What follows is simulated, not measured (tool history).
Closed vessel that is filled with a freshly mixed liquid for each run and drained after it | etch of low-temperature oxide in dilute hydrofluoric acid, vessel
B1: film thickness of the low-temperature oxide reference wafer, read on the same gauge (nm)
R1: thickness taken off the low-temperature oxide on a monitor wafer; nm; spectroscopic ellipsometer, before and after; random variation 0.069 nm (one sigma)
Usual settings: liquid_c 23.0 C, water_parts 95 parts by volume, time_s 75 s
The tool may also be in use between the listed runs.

{"run": 1, "hour": 0.0, "liquid_c": 21.0, "water_parts": 95, "time_s": 75, "B1": 89.98, "R1": 7.91}
{"run": 2, "hour": 17.8, "liquid_c": 23.0, "water_parts": 95, "time_s": 105, "B1": 89.98, "R1": 11.88}
{"run": 3, "hour": 29.2, "liquid_c": 23.0, "water_parts": 95, "time_s": 75, "B1": 89.99, "R1": 8.55}
{"run": 4, "hour": 42.0, "liquid_c": 23.0, "water_parts": 130, "time_s": 75, "B1": 89.99, "R1": 5.96}
{"run": 5, "hour": 59.6, "liquid_c": 23.0, "water_parts": 130, "time_s": 75, "B1": 90.0, "R1": 5.88}
{"run": 6, "hour": 70.0, "liquid_c": 23.0, "water_parts": 130, "time_s": 75, "B1": 90.03, "R1": 5.93}
{"run": 7, "hour": 87.5, "liquid_c": 20.5, "water_parts": 70, "time_s": 75, "B1": 89.99, "R1": 10.76}
{"run": 8, "hour": 102.7, "liquid_c": 20.5, "water_parts": 70, "time_s": 75, "B1": 89.97, "R1": 10.6}
{"run": 9, "hour": 110.9, "liquid_c": 20.5, "water_parts": 70, "time_s": 75, "B1": 90.0, "R1": 10.62}
{"run": 10, "hour": 118.9, "liquid_c": 23.0, "water_parts": 95, "time_s": 75, "B1": 90.02, "R1": 8.54}
{"run": 11, "hour": 126.0, "liquid_c": 23.0, "water_parts": 95, "time_s": 75, "B1": 89.99, "R1": 8.44}
{"run": 12, "hour": 136.8, "liquid_c": 23.0, "water_parts": 95, "time_s": 75, "B1": 89.99, "R1": 8.36}
{"run": 13, "hour": 154.7, "liquid_c": 23.0, "water_parts": 95, "time_s": 75, "B1": 90.02, "R1": 8.35}
{"hour": 162.9, "done": "thermometer replaced"}
{"run": 14, "hour": 163.4, "liquid_c": 23.0, "water_parts": 95, "time_s": 75, "B1": 90.01, "R1": 8.42}
{"run": 15, "hour": 173.0, "liquid_c": 23.0, "water_parts": 95, "time_s": 75, "B1": 89.97, "R1": 8.31}
{"run": 16, "hour": 187.4, "liquid_c": 21.0, "water_parts": 115, "time_s": 120, "B1": 90.01, "R1": 10.08}
{"hour": 189.8, "done": "gauge calibrated"}
{"run": 17, "hour": 202.8, "liquid_c": 21.5, "water_parts": 110, "time_s": 90, "B1": 90.01, "R1": 8.01}
{"run": 18, "hour": 211.4, "liquid_c": 23.0, "water_parts": 50, "time_s": 105, "B1": 90.0, "R1": 23.61}
{"run": 19, "hour": 227.7, "liquid_c": 20.5, "water_parts": 60, "time_s": 65, "B1": 89.97, "R1": 10.71}
{"run": 20, "hour": 242.5, "liquid_c": 26.0, "water_parts": 95, "time_s": 100, "B1": 89.99, "R1": 12.5}
{"run": 21, "hour": 260.3, "liquid_c": 20.5, "water_parts": 95, "time_s": 75, "B1": 90.01, "R1": 7.44}
{"run": 22, "hour": 271.4, "liquid_c": 25.5, "water_parts": 120, "time_s": 120, "B1": 90.02, "R1": 11.02}
{"run": 23, "hour": 279.2, "liquid_c": 23.0, "water_parts": 95, "time_s": 40, "B1": 90.01, "R1": 4.4}
{"hour": 283.1, "done": "hydrofluoric acid flow meter replaced"}
{"run": 24, "hour": 290.0, "liquid_c": 23.0, "water_parts": 95, "time_s": 75, "B1": 90.0, "R1": 9.16}
{"run": 25, "hour": 297.8, "liquid_c": 18.5, "water_parts": 95, "time_s": 75, "B1": 90.0, "R1": 7.59}
{"run": 26, "hour": 308.5, "liquid_c": 23.0, "water_parts": 110, "time_s": 75, "B1": 90.0, "R1": 7.69}
{"run": 27, "hour": 314.7, "liquid_c": 23.0, "water_parts": 95, "time_s": 75, "B1": 90.01, "R1": 9.18}
{"run": 28, "hour": 322.0, "liquid_c": 23.0, "water_parts": 95, "time_s": 100, "B1": 90.01, "R1": 12.2}
{"run": 29, "hour": 332.1, "liquid_c": 26.5, "water_parts": 125, "time_s": 75, "B1": 89.98, "R1": 7.72}
{"run": 30, "hour": 339.1, "liquid_c": 23.0, "water_parts": 65, "time_s": 75, "B1": 89.99, "R1": 13.84}
{"run": 31, "hour": 349.7, "liquid_c": 23.0, "water_parts": 95, "time_s": 75, "B1": 90.0, "R1": 9.14}
{"run": 32, "hour": 360.8, "liquid_c": 21.0, "water_parts": 115, "time_s": 50, "B1": 90.03, "R1": 4.51}
{"run": 33, "hour": 369.1, "liquid_c": 23.0, "water_parts": 95, "time_s": 75, "B1": 90.02, "R1": 9.02}

Measured less the same run without the tool's hidden state. The same run-to-run variation is in both; the gauge's scatter may not be:
The hidden state here: liquid colder than its thermometer reads (K); hydrofluoric acid flow below the setpoint (%); gauge reads high (%).
run=1 R1=-0.61
run=2 R1=-0.95
run=3 R1=-0.70
run=4 R1=-0.51
run=5 R1=-0.52
run=6 R1=-0.53
run=7 R1=-0.93
run=8 R1=-0.93
run=9 R1=-0.95
run=10 R1=-0.80
run=11 R1=-0.79
run=12 R1=-0.81
run=13 R1=-0.82
run=14 R1=-0.84
run=15 R1=-0.84
run=16 R1=-1.06
run=17 R1=-0.85
run=18 R1=-2.40
run=19 R1=-1.11
run=20 R1=-1.40
run=21 R1=-0.84
run=22 R1=-1.31
run=23 R1=-0.51
run=24 R1=-0.07
run=25 R1=-0.06
run=26 R1=-0.08
run=27 R1=-0.09
run=28 R1=-0.13
run=29 R1=-0.10
run=30 R1=-0.17
run=31 R1=-0.14
run=32 R1=-0.08
run=33 R1=-0.15
